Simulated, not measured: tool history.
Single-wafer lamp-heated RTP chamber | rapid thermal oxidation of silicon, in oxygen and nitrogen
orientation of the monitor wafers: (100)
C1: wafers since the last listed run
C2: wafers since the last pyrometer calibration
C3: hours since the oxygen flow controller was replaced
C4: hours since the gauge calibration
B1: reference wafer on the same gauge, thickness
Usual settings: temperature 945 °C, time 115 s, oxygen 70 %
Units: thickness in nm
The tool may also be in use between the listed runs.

Run 1, hour 0.0: usual settings; C1 0; C2 4032; C3 3322.8; C4 98.8; B1 3.790. Result: thickness 4.640 nm.
Run 2, hour 13.2: usual settings; C1 94; C2 4127; C3 3336.0; C4 112.0; B1 3.792. Result: thickness 4.655 nm.
Run 3, hour 24.7: usual settings; C1 82; C2 4209; C3 3347.5; C4 123.5; B1 3.799. Result: thickness 4.656 nm.
Run 4, hour 31.9: usual settings but oxygen 55 %; C1 51; C2 4261; C3 3354.7; C4 130.7; B1 3.783. Result: thickness 4.284 nm.
Run 5, hour 43.4: usual settings but oxygen 55 %; C1 82; C2 4343; C3 3366.2; C4 142.2; B1 3.793. Result: thickness 4.301 nm.
Run 6, hour 60.8: usual settings; C1 124; C2 4468; C3 3383.6; C4 159.6; B1 3.779. Result: thickness 4.615 nm.
Run 7, hour 78.6: usual settings; C1 127; C2 4596; C3 3401.4; C4 177.4; B1 3.792. Result: thickness 4.645 nm.
Run 8, hour 92.5: usual settings; C1 99; C2 4696; C3 3415.3; C4 191.3; B1 3.802. Result: thickness 4.657 nm.
Run 9, hour 100.3: usual settings but temperature 939 °C; C1 55; C2 4752; C3 3423.1; C4 199.1; B1 3.787. Result: thickness 4.469 nm.
Run 10, hour 108.3: usual settings but temperature 939 °C; C1 57; C2 4809; C3 3431.1; C4 207.1; B1 3.783. Result: thickness 4.426 nm.
Run 11, hour 115.6: usual settings; C1 52; C2 4862; C3 3438.4; C4 214.4; B1 3.792. Result: thickness 4.641 nm.
Run 12, hour 122.3: usual settings but time 156 s; C1 48; C2 4910; C3 3445.1; C4 221.1; B1 3.793. Result: thickness 5.231 nm.
Run 13, hour 131.6: usual settings but time 156 s; C1 66; C2 4976; C3 3454.4; C4 230.4; B1 3.781. Result: thickness 5.310 nm.
Run 14, hour 139.6: usual settings but temperature 953 °C; C1 57; C2 5034; C3 3462.4; C4 238.4; B1 3.791. Result: thickness 4.935 nm.
Run 15, hour 147.2: usual settings but time 156 s; C1 54; C2 5088; C3 3470.0; C4 246.0; B1 3.794. Result: thickness 5.307 nm.
Run 16, hour 159.8: usual settings but time 92 s, oxygen 58 %; C1 90; C2 5179; C3 3482.6; C4 258.6; B1 3.785. Result: thickness 4.020 nm.
Run 17, hour 170.2: usual settings but temperature 974 °C, time 156 s, oxygen 90 %; C1 74; C2 5253; C3 3493.0; C4 269.0; B1 3.790. Result: thickness 7.270 nm.
Run 18, hour 183.9: usual settings; C1 98; C2 5352; C3 3506.7; C4 282.7; B1 3.785. Result: thickness 4.633 nm.
Run 19, hour 201.2: usual settings; C1 124; C2 5476; C3 3524.0; C4 300.0; B1 3.797. Result: thickness 4.650 nm.
At hour 208.0: gauge calibrated.
Run 20, hour 211.9: usual settings but temperature 953 °C, time 70 s, oxygen 56 %; C1 76; C2 5553; C3 3534.7; C4 3.9; B1 3.783. Result: thickness 3.781 nm.
At hour 222.2: oxygen flow controller replaced.
Run 21, hour 225.1: usual settings; C1 37; C2 5590; C3 2.9; C4 17.1; B1 3.791. Result: thickness 4.628 nm.
Run 22, hour 240.8: usual settings but time 155 s; C1 112; C2 5703; C3 18.6; C4 32.8; B1 3.786. Result: thickness 5.248 nm.
At hour 252.8: pyrometer window cleaned and pyrometer calibrated.
Run 23, hour 257.0: usual settings but temperature 929 °C, time 153 s; C1 58; C2 30; C3 34.8; C4 49.0; B1 3.799. Result: thickness 4.631 nm.
Run 24, hour 270.7: usual settings but temperature 974 °C, time 159 s, oxygen 58 %; C1 98; C2 128; C3 48.5; C4 62.7; B1 3.785. Result: thickness 6.283 nm.
Run 25, hour 284.8: usual settings but temperature 915 °C, oxygen 55 %; C1 101; C2 229; C3 62.6; C4 76.8; B1 3.795. Result: thickness 3.577 nm.
Run 26, hour 302.1: usual settings; C1 124; C2 353; C3 79.9; C4 94.1; B1 3.793. Result: thickness 4.639 nm.
Run 27, hour 314.7: usual settings; C1 90; C2 444; C3 92.5; C4 106.7; B1 3.787. Result: thickness 4.590 nm.
Run 28, hour 324.2: usual settings but temperature 966 °C, time 100 s, oxygen 80 %; C1 68; C2 512; C3 102.0; C4 116.2; B1 3.793. Result: thickness 5.364 nm.
Run 29, hour 334.9: usual settings but temperature 933 °C, oxygen 80 %; C1 76; C2 589; C3 112.7; C4 126.9; B1 3.793. Result: thickness 4.463 nm.

4 ways to go on from here, each from the tool as it stands after run 29. What would each give?
Run A, hour 335.3: usual settings; C1 2; C2 591; C3 113.1; C4 127.3; B1 ?. Result: thickness ?.
Run B, hour 335.3: usual settings but temperature 959 °C; C1 2; C2 591; C3 113.1; C4 127.3; B1 ?. Result: thickness ?.
Run C, hour 335.3: usual settings but time 155 s, oxygen 58 %; C1 2; C2 591; C3 113.1; C4 127.3; B1 ?. Result: thickness ?.
Run D, hour 335.3: usual settings but temperature 968 °C, time 98 s, oxygen 62 %; C1 2; C2 591; C3 113.1; C4 127.3; B1 ?. Result: thickness ?.

run     B1  thickness
  A  3.793      4.687
  B  3.793      5.201
  C  3.793      5.006
  D  3.793      4.983
Without the tool's hidden state the same runs would have given:
run  thickness
  A      4.687
  B      5.201
  C      5.006
  D      4.983
